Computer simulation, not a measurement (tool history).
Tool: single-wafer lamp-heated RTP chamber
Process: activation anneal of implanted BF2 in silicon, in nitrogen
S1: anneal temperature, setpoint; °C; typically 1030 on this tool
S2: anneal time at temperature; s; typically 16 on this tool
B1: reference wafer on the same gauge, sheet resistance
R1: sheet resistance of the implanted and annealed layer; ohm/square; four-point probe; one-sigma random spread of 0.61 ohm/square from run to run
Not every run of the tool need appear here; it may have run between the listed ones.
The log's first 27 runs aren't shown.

run,hour,S1,S2,B1,R1
28,2279.1,1030,16,108.99,123.91
29,2355.3,1007,9,108.90,151.37
30,2431.4,1052,16,108.73,113.92
31,2496.1,1048,11,109.00,119.78
# hour 2572.2: pyrometer window cleaned and pyrometer calibrated
32,2581.0,1002,9,109.14,153.70
33,2655.4,1002,21,109.06,138.94
34,2733.0,1058,9,109.05,116.95
# hour 2791.9: reflector plate cleaned
35,2811.5,1044,22,109.10,115.74

What if the next run were any one of these 3? Each begins from the tool's condition after run 35:
A,2811.9,1020,16,?,?
B,2811.9,1003,19,?,?
C,2811.9,1006,24,?,?

run,B1,R1
A,108.95,136.10
B,108.95,147.82
C,108.95,140.63
What these runs would have given with no unlogged condition in the tool:
run,R1
A,137.30
B,149.40
C,142.10
